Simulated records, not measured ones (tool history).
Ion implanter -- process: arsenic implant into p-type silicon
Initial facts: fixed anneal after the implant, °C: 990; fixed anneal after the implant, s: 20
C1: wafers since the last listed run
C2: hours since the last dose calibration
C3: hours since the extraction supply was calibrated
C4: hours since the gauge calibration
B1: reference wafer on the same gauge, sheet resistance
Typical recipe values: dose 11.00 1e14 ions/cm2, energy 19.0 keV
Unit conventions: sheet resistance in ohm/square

Run 1, day 0.000: usual settings but dose 12.44 1e14 ions/cm2; C1 0; C2 925.4; C3 3914.7; C4 146.1; B1 136.00. Result: sheet resistance 135.71 ohm/square.
Run 2, day 0.738: usual settings but dose 12.44 1e14 ions/cm2; C1 303; C2 943.1; C3 3932.4; C4 163.8; B1 135.96. Result: sheet resistance 136.13 ohm/square.
Run 3, day 1.296: usual settings but dose 9.92 1e14 ions/cm2, energy 21.5 keV; C1 229; C2 956.5; C3 3945.8; C4 177.2; B1 136.00. Result: sheet resistance 142.30 ohm/square.
Run 4, day 1.567: usual settings but dose 9.92 1e14 ions/cm2, energy 21.5 keV; C1 111; C2 963.0; C3 3952.3; C4 183.7; B1 136.01. Result: sheet resistance 142.26 ohm/square.
Run 5, day 2.033: usual settings but dose 9.37 1e14 ions/cm2; C1 192; C2 974.2; C3 3963.5; C4 194.9; B1 135.98. Result: sheet resistance 151.71 ohm/square.
Run 6, day 2.775: usual settings but dose 9.37 1e14 ions/cm2; C1 305; C2 992.0; C3 3981.3; C4 212.7; B1 136.00. Result: sheet resistance 151.62 ohm/square.
Run 7, day 3.454: usual settings but dose 9.37 1e14 ions/cm2; C1 279; C2 1008.3; C3 3997.6; C4 229.0; B1 135.99. Result: sheet resistance 151.46 ohm/square.
At day 4.483: Faraday cup replaced and dose calibrated.
Run 8, day 4.504: usual settings but energy 17.0 keV; C1 295; C2 0.5; C3 4022.8; C4 254.2; B1 135.99. Result: sheet resistance 149.48 ohm/square.
Run 9, day 4.754: usual settings but energy 17.0 keV; C1 102; C2 6.5; C3 4028.8; C4 260.2; B1 135.99. Result: sheet resistance 149.66 ohm/square.
Run 10, day 6.475: usual settings but energy 17.0 keV; C1 708; C2 47.8; C3 4070.1; C4 301.5; B1 135.96. Result: sheet resistance 149.98 ohm/square.
At day 6.850: gauge calibrated.
Run 11, day 7.133: usual settings; C1 271; C2 63.6; C3 4085.9; C4 6.8; B1 135.98. Result: sheet resistance 144.42 ohm/square.
Run 12, day 7.825: usual settings but dose 9.65 1e14 ions/cm2, energy 13.5 keV; C1 284; C2 80.2; C3 4102.5; C4 23.4; B1 136.02. Result: sheet resistance 167.24 ohm/square.
Run 13, day 9.904: usual settings; C1 856; C2 130.1; C3 4152.4; C4 73.3; B1 136.04. Result: sheet resistance 144.57 ohm/square.
At day 10.400: extraction supply calibrated.
Run 14, day 10.421: usual settings but dose 8.18 1e14 ions/cm2; C1 75; C2 142.5; C3 0.5; C4 85.7; B1 135.98. Result: sheet resistance 166.93 ohm/square.
Run 15, day 10.604: usual settings but energy 23.5 keV; C1 75; C2 146.9; C3 4.9; C4 90.1; B1 135.99. Result: sheet resistance 135.19 ohm/square.
Run 16, day 11.033: usual settings but dose 13.99 1e14 ions/cm2, energy 25.5 keV; C1 176; C2 157.2; C3 15.2; C4 100.4; B1 136.01. Result: sheet resistance 119.18 ohm/square.
Run 17, day 11.633: usual settings but energy 21.0 keV; C1 247; C2 171.6; C3 29.6; C4 114.8; B1 135.99. Result: sheet resistance 139.83 ohm/square.
Run 18, day 12.004: usual settings but dose 8.50 1e14 ions/cm2, energy 13.5 keV; C1 152; C2 180.5; C3 38.5; C4 123.7; B1 135.99. Result: sheet resistance 176.59 ohm/square.
Run 19, day 12.558: usual settings but energy 22.0 keV; C1 228; C2 193.8; C3 51.8; C4 137.0; B1 135.99. Result: sheet resistance 137.70 ohm/square.
Run 20, day 12.879: usual settings but dose 8.65 1e14 ions/cm2; C1 132; C2 201.5; C3 59.5; C4 144.7; B1 135.98. Result: sheet resistance 161.79 ohm/square.
Run 21, day 13.625: usual settings but energy 13.5 keV; C1 307; C2 219.4; C3 77.4; C4 162.6; B1 135.99. Result: sheet resistance 159.20 ohm/square.

The logged runs with the hidden state left out (each run's random variation unchanged):
The tool's hidden condition here consists of: deviation of the true dose from the Faraday cup's reading, %; deviation of the true energy from its setpoint, %; gauge reads high (%).
run  sheet resistance
  1            137.59
  2            138.08
  3            145.43
  4            145.44
  5            155.15
  6            155.19
  7            155.15
  8            149.27
  9            149.45
 10            149.78
 11            144.21
 12            167.02
 13            144.40
 14            166.69
 15            135.03
 16            119.08
 17            139.71
 18            176.43
 19            137.60
 20            161.66
 21            159.14
